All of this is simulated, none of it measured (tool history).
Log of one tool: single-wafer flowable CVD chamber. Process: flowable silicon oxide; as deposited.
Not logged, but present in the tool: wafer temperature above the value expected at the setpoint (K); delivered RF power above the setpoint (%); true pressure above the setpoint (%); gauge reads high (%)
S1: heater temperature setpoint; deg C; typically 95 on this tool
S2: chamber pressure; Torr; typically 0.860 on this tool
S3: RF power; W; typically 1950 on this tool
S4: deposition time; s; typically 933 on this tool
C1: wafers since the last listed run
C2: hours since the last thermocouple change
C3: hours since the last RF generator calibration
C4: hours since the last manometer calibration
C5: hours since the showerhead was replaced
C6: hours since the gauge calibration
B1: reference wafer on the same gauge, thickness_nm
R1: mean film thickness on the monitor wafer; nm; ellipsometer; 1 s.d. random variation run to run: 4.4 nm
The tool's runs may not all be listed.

| run | hour | S1 | S2 | S3 | S4 | C1 | C2 | C3 | C4 | C5 | C6 | B1 | R1 |
|---|---|---|---|---|---|---|---|---|---|---|---|---|---|
| 1 | 0.0 | 95 | 0.860 | 1950 | 933 | 0 | 936.0 | 1167.5 | 1657.3 | 6319.4 | 75.3 | 799.036 | 911.347 |
| 2 | 15.2 | 95 | 0.860 | 1950 | 933 | 35 | 951.2 | 1182.7 | 1672.5 | 6334.6 | 90.5 | 802.028 | 904.829 |
| 3 | 29.1 | 98 | 0.860 | 2210 | 933 | 32 | 965.1 | 1196.6 | 1686.4 | 6348.5 | 104.4 | 803.291 | 837.359 |
| 4 | 44.5 | 98 | 0.860 | 2210 | 933 | 35 | 980.5 | 1212.0 | 1701.8 | 6363.9 | 119.8 | 801.842 | 837.634 |
| 5 | 58.5 | 95 | 0.860 | 1950 | 1036 | 32 | 994.5 | 1226.0 | 1715.8 | 6377.9 | 133.8 | 800.635 | 1019.271 |
| 6 | 66.4 | 95 | 0.860 | 1950 | 1036 | 18 | 1002.4 | 1233.9 | 1723.7 | 6385.8 | 141.7 | 801.822 | 1019.329 |
| 7 | 76.0 | 95 | 0.860 | 1950 | 933 | 22 | 1012.0 | 1243.5 | 1733.3 | 6395.4 | 151.3 | 801.262 | 917.692 |
| 8 | 82.2 | 95 | 0.860 | 1950 | 933 | 14 | 1018.2 | 1249.7 | 1739.5 | 6401.6 | 157.5 | 800.431 | 911.978 |
| 9 | 98.8 | 95 | 0.860 | 1950 | 933 | 38 | 1034.8 | 1266.3 | 1756.1 | 6418.2 | 174.1 | 801.398 | 930.684 |
|  | 107.4 | showerhead replaced |
|  | 109.5 | capacitance manometer re-zeroed and calibrated |
|  | 118.0 | thermocouple changed; heater temperature recalibrated |
| 10 | 118.5 | 95 | 0.860 | 1950 | 1056 | 3 | 0.5 | 1286.0 | 9.0 | 11.1 | 193.8 | 802.192 | 842.241 |
| 11 | 126.5 | 95 | 0.860 | 1950 | 1056 | 18 | 8.5 | 1294.0 | 17.0 | 19.1 | 201.8 | 798.702 | 844.442 |
|  | 141.0 | RF generator calibrated |
| 12 | 141.5 | 95 | 1.065 | 1950 | 933 | 16 | 23.5 | 0.5 | 32.0 | 34.1 | 216.8 | 799.664 | 923.968 |
|  | 143.0 | gauge calibrated |
| 13 | 151.0 | 95 | 1.045 | 1950 | 997 | 22 | 33.0 | 10.0 | 41.5 | 43.6 | 8.0 | 801.406 | 974.575 |
| 14 | 162.2 | 95 | 0.860 | 2290 | 933 | 26 | 44.2 | 21.2 | 52.7 | 54.8 | 19.2 | 802.748 | 774.441 |
| 15 | 179.3 | 95 | 0.745 | 2295 | 747 | 39 | 61.3 | 38.3 | 69.8 | 71.9 | 36.3 | 803.759 | 544.333 |
| 16 | 191.7 | 95 | 0.860 | 1950 | 933 | 28 | 73.7 | 50.7 | 82.2 | 84.3 | 48.7 | 802.749 | 755.773 |
| 17 | 203.9 | 95 | 0.860 | 2155 | 933 | 28 | 85.9 | 62.9 | 94.4 | 96.5 | 60.9 | 800.643 | 779.244 |
| 18 | 213.3 | 95 | 0.860 | 1950 | 933 | 21 | 95.3 | 72.3 | 103.8 | 105.9 | 70.3 | 800.802 | 754.294 |
| 19 | 220.8 | 95 | 0.860 | 2300 | 933 | 17 | 102.8 | 79.8 | 111.3 | 113.4 | 77.8 | 799.267 | 787.399 |
| 20 | 233.0 | 95 | 1.022 | 1950 | 933 | 28 | 115.0 | 92.0 | 123.5 | 125.6 | 90.0 | 800.830 | 903.994 |
| 21 | 242.6 | 89 | 0.942 | 2200 | 1034 | 22 | 124.6 | 101.6 | 133.1 | 135.2 | 99.6 | 801.624 | 1191.855 |
| 22 | 255.7 | 95 | 1.055 | 2280 | 933 | 30 | 137.7 | 114.7 | 146.2 | 148.3 | 112.7 | 800.625 | 957.664 |
| 23 | 272.4 | 95 | 0.860 | 1950 | 933 | 38 | 154.4 | 131.4 | 162.9 | 165.0 | 129.4 | 800.006 | 765.539 |

Predict each of these 5 candidate next runs independently; none follows another, all start after run 23:
| A | 273.1 | 95 | 0.860 | 1950 | 933 | 1 | 155.1 | 132.1 | 163.6 | 165.7 | 130.1 | ? | ? |
| B | 273.1 | 104 | 0.860 | 1645 | 996 | 1 | 155.1 | 132.1 | 163.6 | 165.7 | 130.1 | ? | ? |
| C | 273.1 | 100 | 0.860 | 1950 | 933 | 1 | 155.1 | 132.1 | 163.6 | 165.7 | 130.1 | ? | ? |
| D | 273.1 | 82 | 0.689 | 2135 | 1013 | 1 | 155.1 | 132.1 | 163.6 | 165.7 | 130.1 | ? | ? |
| E | 273.1 | 104 | 0.787 | 1950 | 933 | 1 | 155.1 | 132.1 | 163.6 | 165.7 | 130.1 | ? | ? |

| run | B1 | R1 |
|---|---|---|
| A | 801.381 | 770.512 |
| B | 801.381 | 555.251 |
| C | 801.381 | 639.215 |
| D | 801.381 | 1081.920 |
| E | 801.381 | 501.616 |
What these runs would have given with no unlogged condition in the tool:
| run | R1 |
|---|---|
| A | 753.629 |
| B | 543.043 |
| C | 624.819 |
| D | 1062.695 |
| E | 490.587 |
